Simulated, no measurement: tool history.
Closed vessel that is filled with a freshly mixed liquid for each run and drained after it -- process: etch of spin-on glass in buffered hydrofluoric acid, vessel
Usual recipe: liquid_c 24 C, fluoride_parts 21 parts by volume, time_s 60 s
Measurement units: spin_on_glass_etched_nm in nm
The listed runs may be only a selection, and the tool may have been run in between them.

run	hour	liquid_c	fluoride_parts	time_s	read-back film thickness of the spin-on glass reference wafer, read on the same gauge (nm)	spin_on_glass_etched_nm
1	0	24	21	60	100.03	61.69
2	48.1	24	21	60	99.98	61.13
3	112.9	24	21	60	100.01	61.21
4	147	24	21	60	100.05	60.76
5	199.5	24	21	60	100	60.16
6	234.9	27	23.5	60	99.98	65.6
7	396.7	24	21	60	99.98	58.88
# hour 418.4: thermometer replaced, repeated, since the last time left the tool worse
8	443.3	24	21	60	100.04	70.03
9	492.8	24	21	60	100	70.53
# hour 529.8: hydrofluoric acid flow meter replaced
10	562.2	22.5	21	60	100.03	64.15
# hour 662: gauge calibrated
11	768	26	18	40	100.02	58.57
12	832.5	25.5	13	50	100	96.83
13	858.8	24	21	60	100.02	67.54
14	924.1	24	21	60	100.03	67.55
# hour 980.2: thermometer replaced
15	983.5	24	21	60	100.03	70.61
16	1043.9	25.5	21	60	100.02	75.91
17	1100.8	24	18.5	60	100.03	77.98
18	1164.5	24	24	60	99.99	62.89
19	1208.3	28	21	35	99.98	49.86
20	1269.1	28	18	60	100.03	97.15
21	1293.7	24	14	60	99.98	100.65
22	1341.1	21	15.5	85	99.99	108.45
23	1408.8	20.5	26	90	100	71.9
24	1453	19.5	21	45	100	39.55
25	1518.3	20	21	90	100	80.34
# hour 1536: thermometer replaced
26	1564.4	27	13	45	100.01	98.12
27	1616.8	21	18	75	100	85.04
28	1687.5	21.5	24	90	99.99	83.48
29	1748.1	22	18.5	80	99.97	91.91

Run 30 comes next. What will it give?
30	1817	24	21	60	?	?

Run 30 measured read-back film thickness of the spin-on glass reference wafer, read on the same gauge (nm) 99.99, spin_on_glass_etched_nm 68 nm.
Were there no unlogged condition in the tool, this run, its random variation unchanged, would have produced spin_on_glass_etched_nm 69.97 nm.

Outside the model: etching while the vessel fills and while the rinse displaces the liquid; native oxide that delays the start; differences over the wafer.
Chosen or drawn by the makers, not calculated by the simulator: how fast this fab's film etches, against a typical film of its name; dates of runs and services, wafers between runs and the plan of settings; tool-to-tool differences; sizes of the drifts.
